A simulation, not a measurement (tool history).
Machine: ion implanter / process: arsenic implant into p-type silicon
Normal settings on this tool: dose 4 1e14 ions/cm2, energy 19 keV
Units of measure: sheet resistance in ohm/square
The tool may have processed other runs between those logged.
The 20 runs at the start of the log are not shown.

run	hour	dose	energy	wafers since the last listed run	hours since the last dose calibration	hours since the extraction supply was calibrated	hours since the gauge calibration	read-back reference wafer on the same gauge, sheet resistance	sheet resistance
21	241	3.53	25	221	81.5	4983.8	533	285.03	265.21
22	249.6	4.98	19	161	90.1	4992.4	541.6	284.98	214.46
# hour 256: gauge calibrated
# hour 271.2: extraction supply calibrated
23	271.7	4	12.5	265	112.2	0.5	15.7	284.96	264.87
24	285.6	4	19	261	126.1	14.4	29.6	284.96	251.35
25	293.7	4.79	16	152	134.2	22.5	37.7	285	226.25
26	301.6	2.98	14	148	142.1	30.4	45.6	285.04	325.39
27	312.6	4.87	13	206	153.1	41.4	56.6	285.13	230.23
28	324.8	4	16	229	165.3	53.6	68.8	285.06	256.39
29	334.2	3.46	24.5	176	174.7	63	78.2	285	270.52
30	349.8	4	19	293	190.3	78.6	93.8	284.98	251.07
31	357.2	4	19	139	197.7	86	101.2	284.89	251.54
32	369.5	4	19	231	210	98.3	113.5	284.95	251.48
33	381.4	3.53	22.5	223	221.9	110.2	125.4	285.06	269.6
34	393.5	3.3	16.5	227	234	122.3	137.5	285.04	295.49
35	400.7	3.26	19	135	241.2	129.5	144.7	284.99	292.75
36	411.6	5.06	15.5	204	252.1	140.4	155.6	284.9	219.73

Branching from run 36: 5 alternative next runs. What would each branch give?
A	412	4	19	7	252.5	140.8	156	?	?
B	412	4.55	24	7	252.5	140.8	156	?	?
C	412	4.42	23	7	252.5	140.8	156	?	?
D	412	4.76	22.5	7	252.5	140.8	156	?	?
E	412	4.39	21	7	252.5	140.8	156	?	?

run	read-back reference wafer on the same gauge, sheet resistance	sheet resistance
A	285.06	251.5
B	285.06	221.79
C	285.06	227.88
D	285.06	216.75
E	285.06	231.95
With the hidden condition removed and each run's random variation left untouched, the same runs would have given:
run	sheet resistance
A	250.77
B	221.15
C	227.23
D	216.14
E	231.29
